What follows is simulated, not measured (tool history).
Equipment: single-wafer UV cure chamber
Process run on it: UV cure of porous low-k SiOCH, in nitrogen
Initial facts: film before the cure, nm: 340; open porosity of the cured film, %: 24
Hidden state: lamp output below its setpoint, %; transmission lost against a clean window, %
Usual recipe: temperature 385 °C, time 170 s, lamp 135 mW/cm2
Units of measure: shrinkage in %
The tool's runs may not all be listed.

run,day,temperature,time,lamp,wafers since the last listed run,hours since the UV bulbs were replaced,wafers since the quartz window was cleaned,shrinkage
1,0,385,95,135,0,707.4,1784,10.31
2,2.042,385,170,135,256,756.4,2041,13.278
3,3.892,385,170,135,232,800.8,2273,13.407
# day 5.758: quartz window cleaned
4,6.583,385,170,135,296,865.4,103,13.878
5,8.521,385,170,135,243,911.9,347,13.988
6,11.412,385,170,153,363,981.3,710,14.264
7,17.517,385,170,153,766,1127.8,1476,14.128
8,19.517,385,170,135,251,1175.8,1728,13.82
9,20.604,385,170,135,136,1201.9,1864,13.149
10,22.283,385,170,135,210,1242.2,2075,13.573
# day 22.838: quartz window cleaned
11,24.646,385,170,135,254,1298.9,227,12.858
12,26.254,392,95,163,202,1337.5,429,10.99
13,28.658,385,170,173,301,1395.2,731,13.886
14,30.792,399,200,152,267,1446.4,999,14.216
# day 32.342: quartz window cleaned, repeated, since the last time left the tool worse
15,32.946,401,170,116,228,1498.1,75,13.354
16,35.283,404,255,160,293,1554.2,369,17.323
# day 40.192: UV bulbs replaced
17,43.4,377,250,123,977,77,1347,14.979
18,45.612,395,75,123,277,130.1,1624,9.241
19,47.562,402,95,135,244,176.9,1869,10.934
# day 49.746: quartz window cleaned
20,52.158,394,120,147,535,287.2,303,12.566
21,54.962,385,170,135,352,354.5,655,13.817
22,56.171,401,140,123,151,383.5,807,11.927
23,58.458,385,170,135,287,438.4,1094,13.306

What if the next run were any one of these 4? Each begins from the tool's condition after run 23:
A,58.479,385,170,135,2,438.9,1097,?
B,58.479,391,85,135,2,438.9,1097,?
C,58.479,385,135,115,2,438.9,1097,?
D,58.479,402,265,164,2,438.9,1097,?

run,shrinkage
A,13.557
B,10.039
C,11.475
D,17.523
Without the tool's unlogged condition, the same runs would have read:
run,shrinkage
A,14.195
B,10.636
C,12.088
D,18.199

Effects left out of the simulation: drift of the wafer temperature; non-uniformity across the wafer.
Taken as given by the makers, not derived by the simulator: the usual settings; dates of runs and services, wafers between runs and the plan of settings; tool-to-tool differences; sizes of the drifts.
